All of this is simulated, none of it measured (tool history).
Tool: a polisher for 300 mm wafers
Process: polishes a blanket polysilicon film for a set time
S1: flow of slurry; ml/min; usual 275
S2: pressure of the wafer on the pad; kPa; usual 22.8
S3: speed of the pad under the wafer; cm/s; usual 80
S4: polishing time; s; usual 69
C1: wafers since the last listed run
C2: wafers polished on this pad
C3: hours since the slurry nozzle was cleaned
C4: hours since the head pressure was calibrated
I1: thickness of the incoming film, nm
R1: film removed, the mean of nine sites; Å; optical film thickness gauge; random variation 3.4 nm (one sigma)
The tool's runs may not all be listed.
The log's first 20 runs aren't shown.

At day 62.9: worn pad replaced by a new one.
Run 21, day 63.625: usual settings but S1 325 ml/min, S2 20 kPa, S4 52 s; C1 506; C2 203; C3 437.5; C4 426.4; I1 1515. Result: R1 3238 Å.
Run 22, day 65.554: usual settings but S1 245 ml/min, S3 102 cm/s; C1 543; C2 746; C3 483.8; C4 472.7; I1 1542.7. Result: R1 5903 Å.
Run 23, day 72.062: usual settings but S1 250 ml/min, S4 88 s; C1 1832; C2 2579; C3 640; C4 628.9; I1 1536.5. Result: R1 6156 Å.
Run 24, day 74.829: usual settings but S2 25.5 kPa, S4 48 s; C1 779; C2 3358; C3 706.4; C4 695.3; I1 1533.2. Result: R1 3777 Å.
At day 76.217: slurry nozzle cleaned.
At day 76.629: head pressure recalibrated.
Run 25, day 77.217: usual settings but S4 46 s; C1 637; C2 3996; C3 24; C4 14.1; I1 1508.1. Result: R1 3240 Å.
Run 26, day 79.075: usual settings but S1 200 ml/min, S2 29.6 kPa; C1 523; C2 4519; C3 68.6; C4 58.7; I1 1520.6. Result: R1 6103 Å.
Run 27, day 82.95: usual settings but S1 355 ml/min, S2 31 kPa, S4 61 s; C1 1091; C2 5610; C3 161.6; C4 151.7; I1 1534.9. Result: R1 5971 Å.
Run 28, day 85.942: usual settings but S2 26.9 kPa, S3 68 cm/s; C1 842; C2 6453; C3 233.4; C4 223.5; I1 1520.4. Result: R1 4900 Å.
Run 29, day 87.512: usual settings but S1 340 ml/min, S2 29.6 kPa; C1 442; C2 6895; C3 271.1; C4 261.2; I1 1538.9. Result: R1 6506 Å.
Run 30, day 89.925: usual settings but S2 17.2 kPa, S3 88 cm/s, S4 46 s; C1 679; C2 7574; C3 329; C4 319.1; I1 1510.2. Result: R1 2674 Å.
Run 31, day 91.862: usual settings but S1 330 ml/min, S2 27.6 kPa, S3 100 cm/s, S4 86 s; C1 545; C2 8120; C3 375.5; C4 365.6; I1 1491.9. Result: R1 9057 Å.

Run 32 comes next. What will it give?
Run 32, day 93.483: usual settings but S4 59 s; C1 456; C2 8577; C3 414.4; C4 404.5; I1 1526.1. Result: R1 ?.

{"run 32": {"R1": 4157}}
Without the tool's hidden state the same run would have given R1 4157 Å.
